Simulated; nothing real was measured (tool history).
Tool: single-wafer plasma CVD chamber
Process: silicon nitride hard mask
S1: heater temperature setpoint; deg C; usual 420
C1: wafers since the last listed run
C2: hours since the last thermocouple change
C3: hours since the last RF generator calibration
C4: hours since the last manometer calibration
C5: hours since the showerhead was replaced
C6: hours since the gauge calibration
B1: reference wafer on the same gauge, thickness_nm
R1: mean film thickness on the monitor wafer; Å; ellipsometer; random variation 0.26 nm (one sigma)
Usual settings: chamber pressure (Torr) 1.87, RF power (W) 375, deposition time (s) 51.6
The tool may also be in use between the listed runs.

{"run": 1, "hour": 0.0, "S1": 420, "chamber pressure (Torr)": 1.87, "RF power (W)": 315, "deposition time (s)": 51.6, "C1": 0, "C2": 2433.4, "C3": 1134, "C4": 2204.6, "C5": 3507.3, "C6": 222.5, "B1": 70.144, "R1": 544.29}
{"run": 2, "hour": 13.4, "S1": 420, "chamber pressure (Torr)": 1.87, "RF power (W)": 375, "deposition time (s)": 51.6, "C1": 272, "C2": 2446.8, "C3": 1147.4, "C4": 2218, "C5": 3520.7, "C6": 235.9, "B1": 70.253, "R1": 627.24}
{"run": 3, "hour": 20.3, "S1": 420, "chamber pressure (Torr)": 1.87, "RF power (W)": 375, "deposition time (s)": 51.6, "C1": 140, "C2": 2453.7, "C3": 1154.3, "C4": 2224.9, "C5": 3527.6, "C6": 242.8, "B1": 70.179, "R1": 627.08}
{"run": 4, "hour": 63.8, "S1": 420, "chamber pressure (Torr)": 1.87, "RF power (W)": 375, "deposition time (s)": 55.5, "C1": 885, "C2": 2497.2, "C3": 1197.8, "C4": 2268.4, "C5": 3571.1, "C6": 286.3, "B1": 70.19, "R1": 674.15}
{"run": 5, "hour": 89.4, "S1": 420, "chamber pressure (Torr)": 1.87, "RF power (W)": 375, "deposition time (s)": 55.5, "C1": 521, "C2": 2522.8, "C3": 1223.4, "C4": 2294, "C5": 3596.7, "C6": 311.9, "B1": 70.314, "R1": 676.82}
{"run": 6, "hour": 104.1, "S1": 420, "chamber pressure (Torr)": 1.87, "RF power (W)": 375, "deposition time (s)": 51.6, "C1": 299, "C2": 2537.5, "C3": 1238.1, "C4": 2308.7, "C5": 3611.4, "C6": 326.6, "B1": 70.146, "R1": 624.04}
{"hour": 124.4, "done": "capacitance manometer re-zeroed and calibrated"}
{"run": 7, "hour": 124.9, "S1": 420, "chamber pressure (Torr)": 1.87, "RF power (W)": 375, "deposition time (s)": 51.6, "C1": 260, "C2": 2558.3, "C3": 1258.9, "C4": 0.5, "C5": 3632.2, "C6": 347.4, "B1": 70.122, "R1": 629.59}
{"run": 8, "hour": 128.1, "S1": 420, "chamber pressure (Torr)": 1.87, "RF power (W)": 375, "deposition time (s)": 51.6, "C1": 65, "C2": 2561.5, "C3": 1262.1, "C4": 3.7, "C5": 3635.4, "C6": 350.6, "B1": 70.157, "R1": 634.07}
{"run": 9, "hour": 143.5, "S1": 420, "chamber pressure (Torr)": 1.58, "RF power (W)": 395, "deposition time (s)": 51.6, "C1": 313, "C2": 2576.9, "C3": 1277.5, "C4": 19.1, "C5": 3650.8, "C6": 366, "B1": 70.148, "R1": 629.24}
{"hour": 159.8, "done": "showerhead replaced"}
{"hour": 164.2, "done": "thermocouple changed; heater temperature recalibrated"}
{"run": 10, "hour": 164.7, "S1": 420, "chamber pressure (Torr)": 1.58, "RF power (W)": 395, "deposition time (s)": 51.6, "C1": 179, "C2": 0.5, "C3": 1298.7, "C4": 40.3, "C5": 4.9, "C6": 387.2, "B1": 70.136, "R1": 623.4}
{"run": 11, "hour": 174.7, "S1": 420, "chamber pressure (Torr)": 1.87, "RF power (W)": 375, "deposition time (s)": 51.6, "C1": 203, "C2": 10.5, "C3": 1308.7, "C4": 50.3, "C5": 14.9, "C6": 397.2, "B1": 70.134, "R1": 625.35}
{"hour": 180.2, "done": "gauge calibrated"}
{"run": 12, "hour": 191.9, "S1": 420, "chamber pressure (Torr)": 1.87, "RF power (W)": 375, "deposition time (s)": 51.6, "C1": 350, "C2": 27.7, "C3": 1325.9, "C4": 67.5, "C5": 32.1, "C6": 11.7, "B1": 70.292, "R1": 625.01}
{"run": 13, "hour": 200.8, "S1": 409, "chamber pressure (Torr)": 2.07, "RF power (W)": 320, "deposition time (s)": 41.4, "C1": 181, "C2": 36.6, "C3": 1334.8, "C4": 76.4, "C5": 41, "C6": 20.6, "B1": 70.184, "R1": 456.01}
{"run": 14, "hour": 208.5, "S1": 420, "chamber pressure (Torr)": 1.87, "RF power (W)": 325, "deposition time (s)": 59.3, "C1": 156, "C2": 44.3, "C3": 1342.5, "C4": 84.1, "C5": 48.7, "C6": 28.3, "B1": 70.157, "R1": 640.48}
{"run": 15, "hour": 220.7, "S1": 420, "chamber pressure (Torr)": 1.87, "RF power (W)": 375, "deposition time (s)": 51.6, "C1": 248, "C2": 56.5, "C3": 1354.7, "C4": 96.3, "C5": 60.9, "C6": 40.5, "B1": 70.242, "R1": 627.38}
{"run": 16, "hour": 238.6, "S1": 420, "chamber pressure (Torr)": 1.87, "RF power (W)": 335, "deposition time (s)": 48.6, "C1": 364, "C2": 74.4, "C3": 1372.6, "C4": 114.2, "C5": 78.8, "C6": 58.4, "B1": 70.235, "R1": 539.84}
{"run": 17, "hour": 245.3, "S1": 420, "chamber pressure (Torr)": 1.87, "RF power (W)": 375, "deposition time (s)": 51.6, "C1": 136, "C2": 81.1, "C3": 1379.3, "C4": 120.9, "C5": 85.5, "C6": 65.1, "B1": 70.171, "R1": 625.02}
{"run": 18, "hour": 254.9, "S1": 420, "chamber pressure (Torr)": 2.03, "RF power (W)": 375, "deposition time (s)": 51.6, "C1": 195, "C2": 90.7, "C3": 1388.9, "C4": 130.5, "C5": 95.1, "C6": 74.7, "B1": 70.164, "R1": 640.67}
{"hour": 271.2, "done": "RF generator calibrated"}
{"run": 19, "hour": 271.7, "S1": 426, "chamber pressure (Torr)": 2.15, "RF power (W)": 420, "deposition time (s)": 48.1, "C1": 179, "C2": 107.5, "C3": 0.5, "C4": 147.3, "C5": 111.9, "C6": 91.5, "B1": 70.246, "R1": 695.29}
{"run": 20, "hour": 281.1, "S1": 420, "chamber pressure (Torr)": 1.87, "RF power (W)": 375, "deposition time (s)": 55.4, "C1": 191, "C2": 116.9, "C3": 9.9, "C4": 156.7, "C5": 121.3, "C6": 100.9, "B1": 70.225, "R1": 714.98}
{"run": 21, "hour": 293.7, "S1": 420, "chamber pressure (Torr)": 1.58, "RF power (W)": 395, "deposition time (s)": 51.6, "C1": 256, "C2": 129.5, "C3": 22.5, "C4": 169.3, "C5": 133.9, "C6": 113.5, "B1": 70.19, "R1": 659.71}
{"run": 22, "hour": 300.6, "S1": 420, "chamber pressure (Torr)": 1.87, "RF power (W)": 375, "deposition time (s)": 51.6, "C1": 140, "C2": 136.4, "C3": 29.4, "C4": 176.2, "C5": 140.8, "C6": 120.4, "B1": 70.22, "R1": 659.66}
{"run": 23, "hour": 307.4, "S1": 420, "chamber pressure (Torr)": 1.87, "RF power (W)": 375, "deposition time (s)": 51.6, "C1": 138, "C2": 143.2, "C3": 36.2, "C4": 183, "C5": 147.6, "C6": 127.2, "B1": 70.244, "R1": 664.52}
{"run": 24, "hour": 323.9, "S1": 416, "chamber pressure (Torr)": 1.67, "RF power (W)": 325, "deposition time (s)": 51.6, "C1": 336, "C2": 159.7, "C3": 52.7, "C4": 199.5, "C5": 164.1, "C6": 143.7, "B1": 70.195, "R1": 577.07}
{"run": 25, "hour": 334.2, "S1": 420, "chamber pressure (Torr)": 1.87, "RF power (W)": 375, "deposition time (s)": 61.4, "C1": 209, "C2": 170, "C3": 63, "C4": 209.8, "C5": 174.4, "C6": 154, "B1": 70.239, "R1": 788.43}
{"run": 26, "hour": 342.3, "S1": 420, "chamber pressure (Torr)": 2.2, "RF power (W)": 310, "deposition time (s)": 56.3, "C1": 164, "C2": 178.1, "C3": 71.1, "C4": 217.9, "C5": 182.5, "C6": 162.1, "B1": 70.163, "R1": 638.51}
{"run": 27, "hour": 355.9, "S1": 431, "chamber pressure (Torr)": 1.54, "RF power (W)": 375, "deposition time (s)": 51.6, "C1": 276, "C2": 191.7, "C3": 84.7, "C4": 231.5, "C5": 196.1, "C6": 175.7, "B1": 70.163, "R1": 619.15}
{"run": 28, "hour": 372.9, "S1": 420, "chamber pressure (Torr)": 2.01, "RF power (W)": 375, "deposition time (s)": 51.6, "C1": 346, "C2": 208.7, "C3": 101.7, "C4": 248.5, "C5": 213.1, "C6": 192.7, "B1": 70.127, "R1": 670.15}
{"run": 29, "hour": 390.6, "S1": 420, "chamber pressure (Torr)": 1.87, "RF power (W)": 340, "deposition time (s)": 55.8, "C1": 360, "C2": 226.4, "C3": 119.4, "C4": 266.2, "C5": 230.8, "C6": 210.4, "B1": 70.168, "R1": 657.39}

4 ways to go on from here, each from the tool as it stands after run 29. What would each give?
{"run": "A", "hour": 391.0, "S1": 420, "chamber pressure (Torr)": 1.87, "RF power (W)": 340, "deposition time (s)": 51.6, "C1": 8, "C2": 226.8, "C3": 119.8, "C4": 266.6, "C5": 231.2, "C6": 210.8, "B1": "?", "R1": "?"}
{"run": "B", "hour": 391.0, "S1": 434, "chamber pressure (Torr)": 2.2, "RF power (W)": 450, "deposition time (s)": 51.6, "C1": 8, "C2": 226.8, "C3": 119.8, "C4": 266.6, "C5": 231.2, "C6": 210.8, "B1": "?", "R1": "?"}
{"run": "C", "hour": 391.0, "S1": 427, "chamber pressure (Torr)": 2.1, "RF power (W)": 310, "deposition time (s)": 51.6, "C1": 8, "C2": 226.8, "C3": 119.8, "C4": 266.6, "C5": 231.2, "C6": 210.8, "B1": "?", "R1": "?"}
{"run": "D", "hour": 391.0, "S1": 420, "chamber pressure (Torr)": 1.87, "RF power (W)": 350, "deposition time (s)": 55.9, "C1": 8, "C2": 226.8, "C3": 119.8, "C4": 266.6, "C5": 231.2, "C6": 210.8, "B1": "?", "R1": "?"}

run=A B1=70.242 R1=604.58
run=B B1=70.242 R1=770.63
run=C B1=70.242 R1=572.96
run=D B1=70.242 R1=670.65
Without the tool's hidden state the same runs would have given:
run=A R1=618.2
run=B R1=786.09
run=C R1=586.37
run=D R1=685.18

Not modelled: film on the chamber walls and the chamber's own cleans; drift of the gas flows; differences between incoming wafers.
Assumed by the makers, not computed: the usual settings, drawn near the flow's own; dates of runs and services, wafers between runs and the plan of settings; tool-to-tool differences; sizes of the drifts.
